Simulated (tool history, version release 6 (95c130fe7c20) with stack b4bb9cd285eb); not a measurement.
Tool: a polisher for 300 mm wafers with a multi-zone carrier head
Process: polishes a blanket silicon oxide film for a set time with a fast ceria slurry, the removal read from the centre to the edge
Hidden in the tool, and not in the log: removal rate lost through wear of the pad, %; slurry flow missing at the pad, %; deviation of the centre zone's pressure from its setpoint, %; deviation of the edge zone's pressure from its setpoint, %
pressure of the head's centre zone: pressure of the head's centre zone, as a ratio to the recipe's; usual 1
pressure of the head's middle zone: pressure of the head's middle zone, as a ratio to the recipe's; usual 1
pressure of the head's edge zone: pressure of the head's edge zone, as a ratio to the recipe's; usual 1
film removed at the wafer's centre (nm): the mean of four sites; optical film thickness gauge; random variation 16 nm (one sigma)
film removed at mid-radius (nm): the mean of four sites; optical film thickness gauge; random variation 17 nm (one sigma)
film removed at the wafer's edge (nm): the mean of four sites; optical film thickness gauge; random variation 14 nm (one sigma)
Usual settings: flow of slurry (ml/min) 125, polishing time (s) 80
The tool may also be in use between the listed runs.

run	hour	flow of slurry (ml/min)	pressure of the head's centre zone	pressure of the head's middle zone	pressure of the head's edge zone	polishing time (s)	wafers since the last listed run	wafers polished on this pad	hours since the slurry nozzle was cleaned	hours since the centre zone pressure was calibrated	hours since the edge zone pressure was calibrated	hours since the carrier head's membrane was replaced	incoming thickness of the incoming film, nm	film removed at the wafer's centre (nm)	film removed at mid-radius (nm)	film removed at the wafer's edge (nm)
1	0	125	1	1	1	86	0	651	160.8	1133.8	758.9	916.4	3564.4	1468.5	1442	1483.3
# hour 6.9: worn pad replaced by a new one
2	12.8	125	1	1	1	80	45	30	173.6	1146.6	771.7	929.2	3514.9	1380.3	1331.3	1394.1
3	28.5	125	1	1	1	80	81	112	189.3	1162.3	787.4	944.9	3550.4	1361.2	1352.2	1379.6
4	38.7	125	1	1	1	80	53	165	199.5	1172.5	797.6	955.1	3465.2	1355.3	1331.9	1360.6
# hour 47: slurry nozzle cleaned
5	56.6	125	1	1	1	87	87	253	9.6	1190.4	815.5	973	3510.4	1483.4	1457.5	1502.4
6	69.9	125	1	1	1	80	69	322	22.9	1203.7	828.8	986.3	3516.9	1361.2	1341.2	1392.8
# hour 86.8: carrier head's membrane replaced by a new one
7	87.3	90	1	1	0.95	80	64	386	40.3	1221.1	846.2	0.5	3571.8	1241.1	1214	1267
8	92.6	155	0.89	1	1	73	27	414	45.6	1226.4	851.5	5.8	3563.1	1184.6	1272.7	1303.1
# hour 101.1: edge zone pressure recalibrated
9	102.1	155	0.92	1.11	1	58	39	453	55.1	1235.9	1	15.3	3513.6	953.7	1092.1	1036.3
10	112.4	145	1.09	1	1	54	53	507	65.4	1246.2	11.3	25.6	3533.9	1058.1	926.4	958.7
11	124	125	1	1	1	80	60	567	77	1257.8	22.9	37.2	3577.9	1358.3	1353.5	1365.4
# hour 129.8: worn pad replaced by a new one
12	140.5	140	0.95	1	1	80	65	55	93.5	1274.3	39.4	53.7	3571.8	1315.9	1337.7	1414.9
13	147.6	125	1	1	1	80	36	92	100.6	1281.4	46.5	60.8	3536.2	1337.8	1335.5	1366
14	165.3	145	1	1	1	97	92	184	118.3	1299.1	64.2	78.5	3579.4	1707.2	1668.2	1716.4
# hour 172.5: centre zone pressure recalibrated
15	175.9	105	1.12	1	1	80	44	229	128.9	3.4	74.8	89.1	3538.1	1460.5	1248.8	1366.1
16	189.8	125	1	1	1.07	80	72	301	142.8	17.3	88.7	103	3569.2	1352.2	1326	1441.9
17	198.7	125	1	1	1	80	46	348	151.7	26.2	97.6	111.9	3508.8	1356.8	1315.5	1382.2
18	215.8	110	1	1	1	107	88	437	168.8	43.3	114.7	129	3587.2	1743.5	1699.1	1771.2
19	225.3	125	1	0.95	1	107	49	486	178.3	52.8	124.2	138.5	3522.4	1812.5	1688.4	1850.1
# hour 234.7: worn pad replaced by a new one
20	235.2	125	1	1	0.91	59	30	2	188.2	62.7	134.1	148.4	3507.3	999.4	994.8	978.6
21	243.4	145	1.06	1.1	1	80	42	45	196.4	70.9	142.3	156.6	3521	1486.2	1504.5	1403
22	251.3	110	1	0.88	1	90	41	86	204.3	78.8	150.2	164.5	3573.9	1445.9	1307.2	1508.5

Hidden state at the last listed run before each entry between runs and at the first one after, where it differs:
Between runs 1 and 2: worn pad replaced by a new one (hour 6.9)
  no hidden state differs between the two runs
Between runs 4 and 5: slurry nozzle cleaned (hour 47)
  no hidden state differs between the two runs
Between runs 6 and 7: carrier head's membrane replaced by a new one (hour 86.8)
  no hidden state differs between the two runs
Between runs 8 and 9: edge zone pressure recalibrated (hour 101.1)
  no hidden state differs between the two runs
Between runs 11 and 12: worn pad replaced by a new one (hour 129.8)
  no hidden state differs between the two runs
Between runs 14 and 15: centre zone pressure recalibrated (hour 172.5)
  no hidden state differs between the two runs
Between runs 19 and 20: worn pad replaced by a new one (hour 234.7)
  no hidden state differs between the two runs
